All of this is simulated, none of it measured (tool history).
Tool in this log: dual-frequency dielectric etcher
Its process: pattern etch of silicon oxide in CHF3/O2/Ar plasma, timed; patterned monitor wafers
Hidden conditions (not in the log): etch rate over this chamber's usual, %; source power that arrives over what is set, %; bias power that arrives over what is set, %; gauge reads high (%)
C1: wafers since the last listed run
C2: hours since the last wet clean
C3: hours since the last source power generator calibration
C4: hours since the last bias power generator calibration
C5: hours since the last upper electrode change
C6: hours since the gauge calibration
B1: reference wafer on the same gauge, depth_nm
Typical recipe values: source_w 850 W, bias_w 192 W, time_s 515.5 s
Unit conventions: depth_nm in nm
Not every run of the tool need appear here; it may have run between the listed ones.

{"run": 1, "hour": 0.0, "source_w": 720, "bias_w": 192, "time_s": 515.5, "C1": 0, "C2": 222.1, "C3": 1527.5, "C4": 1980.9, "C5": 5677.9, "C6": 98.3, "B1": 1347.7, "depth_nm": 1125.3}
{"run": 2, "hour": 17.9, "source_w": 720, "bias_w": 192, "time_s": 515.5, "C1": 67, "C2": 240, "C3": 1545.4, "C4": 1998.8, "C5": 5695.8, "C6": 116.2, "B1": 1351.3, "depth_nm": 1132.3}
{"run": 3, "hour": 28.3, "source_w": 720, "bias_w": 192, "time_s": 515.5, "C1": 39, "C2": 250.4, "C3": 1555.8, "C4": 2009.2, "C5": 5706.2, "C6": 126.6, "B1": 1352, "depth_nm": 1131.7}
{"run": 4, "hour": 44.1, "source_w": 850, "bias_w": 192, "time_s": 515.5, "C1": 59, "C2": 266.2, "C3": 1571.6, "C4": 2025, "C5": 5722, "C6": 142.4, "B1": 1351.5, "depth_nm": 1174.4}
{"run": 5, "hour": 52.1, "source_w": 850, "bias_w": 192, "time_s": 515.5, "C1": 30, "C2": 274.2, "C3": 1579.6, "C4": 2033, "C5": 5730, "C6": 150.4, "B1": 1349.7, "depth_nm": 1183.5}
{"run": 6, "hour": 58.7, "source_w": 850, "bias_w": 192, "time_s": 515.5, "C1": 24, "C2": 280.8, "C3": 1586.2, "C4": 2039.6, "C5": 5736.6, "C6": 157, "B1": 1350.8, "depth_nm": 1193.3}
{"run": 7, "hour": 73.9, "source_w": 850, "bias_w": 192, "time_s": 515.5, "C1": 57, "C2": 296, "C3": 1601.4, "C4": 2054.8, "C5": 5751.8, "C6": 172.2, "B1": 1346.7, "depth_nm": 1193.5}
{"hour": 75.7, "done": "gauge calibrated"}
{"run": 8, "hour": 90.2, "source_w": 850, "bias_w": 192, "time_s": 515.5, "C1": 61, "C2": 312.3, "C3": 1617.7, "C4": 2071.1, "C5": 5768.1, "C6": 14.5, "B1": 1350, "depth_nm": 1182.2}
{"run": 9, "hour": 107.9, "source_w": 850, "bias_w": 192, "time_s": 515.5, "C1": 66, "C2": 330, "C3": 1635.4, "C4": 2088.8, "C5": 5785.8, "C6": 32.2, "B1": 1350.2, "depth_nm": 1190.8}
{"hour": 124.2, "done": "bias power generator calibrated"}
{"hour": 132.0, "done": "wet clean of the chamber"}
{"hour": 134.2, "done": "upper electrode replaced"}
{"run": 10, "hour": 134.7, "source_w": 780, "bias_w": 214, "time_s": 668, "C1": 48, "C2": 2.7, "C3": 1662.2, "C4": 10.5, "C5": 0.5, "C6": 59, "B1": 1352.2, "depth_nm": 1508}
{"run": 11, "hour": 136.3, "source_w": 850, "bias_w": 192, "time_s": 515.5, "C1": 6, "C2": 4.3, "C3": 1663.8, "C4": 12.1, "C5": 2.1, "C6": 60.6, "B1": 1350.7, "depth_nm": 1141.6}
{"hour": 140.5, "done": "source power generator calibrated"}
{"run": 12, "hour": 145.9, "source_w": 850, "bias_w": 164, "time_s": 474.5, "C1": 21, "C2": 13.9, "C3": 5.4, "C4": 21.7, "C5": 11.7, "C6": 70.2, "B1": 1351, "depth_nm": 1001.4}
{"run": 13, "hour": 158.9, "source_w": 730, "bias_w": 192, "time_s": 602, "C1": 48, "C2": 26.9, "C3": 18.4, "C4": 34.7, "C5": 24.7, "C6": 83.2, "B1": 1351.4, "depth_nm": 1290.7}
{"run": 14, "hour": 174.3, "source_w": 740, "bias_w": 153, "time_s": 557.5, "C1": 57, "C2": 42.3, "C3": 33.8, "C4": 50.1, "C5": 40.1, "C6": 98.6, "B1": 1353, "depth_nm": 1110.2}
{"run": 15, "hour": 186.8, "source_w": 700, "bias_w": 205, "time_s": 369.5, "C1": 46, "C2": 54.8, "C3": 46.3, "C4": 62.6, "C5": 52.6, "C6": 111.1, "B1": 1350.2, "depth_nm": 809.7}
{"run": 16, "hour": 202.3, "source_w": 850, "bias_w": 168, "time_s": 515.5, "C1": 58, "C2": 70.3, "C3": 61.8, "C4": 78.1, "C5": 68.1, "C6": 126.6, "B1": 1345.6, "depth_nm": 1095}
{"run": 17, "hour": 211.4, "source_w": 990, "bias_w": 176, "time_s": 515.5, "C1": 34, "C2": 79.4, "C3": 70.9, "C4": 87.2, "C5": 77.2, "C6": 135.7, "B1": 1350, "depth_nm": 1155.3}
{"run": 18, "hour": 221.5, "source_w": 760, "bias_w": 214, "time_s": 589.5, "C1": 37, "C2": 89.5, "C3": 81, "C4": 97.3, "C5": 87.3, "C6": 145.8, "B1": 1350.1, "depth_nm": 1338.5}

Consider 5 possible next runs. They are alternatives, not a sequence: every one starts from the tool as it was left by run 18. What does each give?
{"run": "A", "hour": 222.1, "source_w": 850, "bias_w": 192, "time_s": 515.5, "C1": 2, "C2": 90.1, "C3": 81.6, "C4": 97.9, "C5": 87.9, "C6": 146.4, "B1": "?", "depth_nm": "?"}
{"run": "B", "hour": 222.1, "source_w": 1020, "bias_w": 153, "time_s": 646, "C1": 2, "C2": 90.1, "C3": 81.6, "C4": 97.9, "C5": 87.9, "C6": 146.4, "B1": "?", "depth_nm": "?"}
{"run": "C", "hour": 222.1, "source_w": 970, "bias_w": 192, "time_s": 635, "C1": 2, "C2": 90.1, "C3": 81.6, "C4": 97.9, "C5": 87.9, "C6": 146.4, "B1": "?", "depth_nm": "?"}
{"run": "D", "hour": 222.1, "source_w": 740, "bias_w": 238, "time_s": 601, "C1": 2, "C2": 90.1, "C3": 81.6, "C4": 97.9, "C5": 87.9, "C6": 146.4, "B1": "?", "depth_nm": "?"}
{"run": "E", "hour": 222.1, "source_w": 980, "bias_w": 156, "time_s": 395, "C1": 2, "C2": 90.1, "C3": 81.6, "C4": 97.9, "C5": 87.9, "C6": 146.4, "B1": "?", "depth_nm": "?"}

run=A B1=1346.8 depth_nm=1158
run=B B1=1346.8 depth_nm=1399.1
run=C B1=1346.8 depth_nm=1473.8
run=D B1=1346.8 depth_nm=1416.7
run=E B1=1346.8 depth_nm=852.5
With the hidden condition removed and each run's random variation left untouched, the same runs would have given:
run=A depth_nm=1144.5
run=B depth_nm=1382.8
run=C depth_nm=1456.6
run=D depth_nm=1400.2
run=E depth_nm=842.6

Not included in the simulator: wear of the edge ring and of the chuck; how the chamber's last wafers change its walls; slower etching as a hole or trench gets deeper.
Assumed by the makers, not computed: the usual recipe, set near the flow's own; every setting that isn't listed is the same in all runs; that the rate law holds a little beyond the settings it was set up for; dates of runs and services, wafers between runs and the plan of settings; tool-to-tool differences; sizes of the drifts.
